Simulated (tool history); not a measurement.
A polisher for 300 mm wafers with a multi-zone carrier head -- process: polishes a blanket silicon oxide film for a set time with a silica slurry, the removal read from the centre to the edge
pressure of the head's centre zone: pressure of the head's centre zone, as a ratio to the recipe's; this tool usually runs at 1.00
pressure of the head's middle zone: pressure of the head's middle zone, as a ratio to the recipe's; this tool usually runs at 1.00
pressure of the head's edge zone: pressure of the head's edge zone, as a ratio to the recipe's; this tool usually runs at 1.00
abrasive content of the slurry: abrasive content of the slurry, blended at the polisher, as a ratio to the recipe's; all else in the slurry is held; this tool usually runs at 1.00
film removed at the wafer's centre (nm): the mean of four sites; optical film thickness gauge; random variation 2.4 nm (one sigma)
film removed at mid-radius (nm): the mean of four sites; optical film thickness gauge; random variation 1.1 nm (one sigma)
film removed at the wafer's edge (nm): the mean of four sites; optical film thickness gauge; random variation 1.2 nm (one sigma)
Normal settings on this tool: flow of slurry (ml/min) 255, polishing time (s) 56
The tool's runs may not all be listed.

run	hour	flow of slurry (ml/min)	pressure of the head's centre zone	pressure of the head's middle zone	pressure of the head's edge zone	abrasive content of the slurry	polishing time (s)	incoming thickness of the incoming film, nm	film removed at the wafer's centre (nm)	film removed at mid-radius (nm)	film removed at the wafer's edge (nm)
1	0.0	255	1.00	1.00	1.00	1.00	56	1914.7	153.2	156.1	156.9
2	28.3	255	1.00	1.00	1.00	1.00	56	1943.7	168.1	165.5	166.5
3	41.7	255	1.00	1.00	1.00	0.85	56	1927.9	150.7	154.7	160.1
4	69.3	255	1.00	1.00	1.00	0.85	56	1927.4	151.2	151.1	153.3
5	81.9	255	1.00	1.00	1.00	0.80	56	1918.1	144.3	147.1	147.6
6	104.0	255	1.00	1.00	1.00	0.80	56	1915.1	144.3	146.3	148.3
7	128.7	255	1.00	1.00	1.00	0.80	56	1885.8	144.1	146.0	145.3
8	142.4	255	0.96	1.00	1.00	1.10	39	1895.7	119.4	121.4	122.8
9	171.5	255	1.07	0.91	1.00	1.00	56	1934.9	173.0	150.9	162.9
10	207.5	305	1.00	1.00	1.09	1.25	65	1887.7	199.7	196.1	208.7
11	220.4	255	1.08	1.00	1.00	0.90	49	1927.4	140.9	133.1	134.7
12	235.1	255	1.00	1.04	1.05	1.00	56	1923.1	153.7	159.8	160.7
13	267.5	255	0.92	1.00	1.04	1.25	56	1930.8	163.1	178.9	186.1
14	294.3	180	1.00	1.10	1.00	0.80	38	1922.6	97.0	104.9	99.1
15	321.3	255	1.00	1.00	1.00	1.00	56	1911.9	155.8	158.4	157.9
16	351.6	170	1.04	0.96	1.00	1.00	65	1951.4	177.6	164.6	172.9
17	386.2	255	0.95	1.05	1.00	0.75	56	1898.6	148.2	163.0	159.4
18	399.6	255	1.00	1.00	1.00	1.00	56	1936.8	167.7	167.2	167.2
19	430.4	340	1.00	1.11	0.88	1.15	56	1951.6	172.3	186.7	160.7
20	453.0	255	1.00	1.00	1.00	1.00	56	1897.9	156.9	158.1	159.4
21	480.9	255	1.00	1.00	1.00	1.00	56	1886.0	154.6	156.8	157.7

Withheld: 8 entries from between the runs. Position of each, and hidden state at the listed run before versus the listed run after:
From run 1 to run 2: worn pad replaced by a new one (hour 13.8)
  removal rate lost through wear of the pad, %: 9.51 -> 3.53
  the result without the hidden state subtracted from the measured one, film removed at the wafer's centre (nm): -16.1 -> -6.1; film removed at mid-radius (nm): -16.4 -> -6.0; film removed at the wafer's edge (nm): -16.5 -> -6.1
From run 7 to run 8: worn pad replaced by a new one (hour 137.0); centre zone pressure recalibrated (hour 139.9)
  removal rate lost through wear of the pad, %: 9.89 -> 2.2
  the result without the hidden state subtracted from the measured one, film removed at the wafer's centre (nm): -15.8 -> -2.7; film removed at mid-radius (nm): -16.1 -> -2.7; film removed at the wafer's edge (nm): -16.0 -> -2.8
From run 8 to run 9: slurry nozzle cleaned (hour 157.8)
  removal rate lost through wear of the pad, %: 2.2 -> 6.58
  the result without the hidden state subtracted from the measured one, film removed at the wafer's centre (nm): -2.7 -> -12.2; film removed at mid-radius (nm): -2.7 -> -10.7; film removed at the wafer's edge (nm): -2.8 -> -11.5
From run 12 to run 13: carrier head's membrane replaced by a new one (hour 256.8); worn pad replaced by a new one (hour 260.7)
  removal rate lost through wear of the pad, %: 9.96 -> 2.65
  the result without the hidden state subtracted from the measured one, film removed at the wafer's centre (nm): -17.0 -> -4.4; film removed at mid-radius (nm): -17.7 -> -4.9; film removed at the wafer's edge (nm): -17.8 -> -5.0
From run 13 to run 14: edge zone pressure recalibrated (hour 280.0)
  removal rate lost through wear of the pad, %: 2.65 -> 6.65
  the result without the hidden state subtracted from the measured one, film removed at the wafer's centre (nm): -4.4 -> -6.9; film removed at mid-radius (nm): -4.9 -> -7.4; film removed at the wafer's edge (nm): -5.0 -> -7.1
From run 16 to run 17: worn pad replaced by a new one (hour 381.9)
  removal rate lost through wear of the pad, %: 9.95 -> 1.28
  the result without the hidden state subtracted from the measured one, film removed at the wafer's centre (nm): -19.6 -> -1.9; film removed at mid-radius (nm): -18.2 -> -2.1; film removed at the wafer's edge (nm): -19.1 -> -2.1

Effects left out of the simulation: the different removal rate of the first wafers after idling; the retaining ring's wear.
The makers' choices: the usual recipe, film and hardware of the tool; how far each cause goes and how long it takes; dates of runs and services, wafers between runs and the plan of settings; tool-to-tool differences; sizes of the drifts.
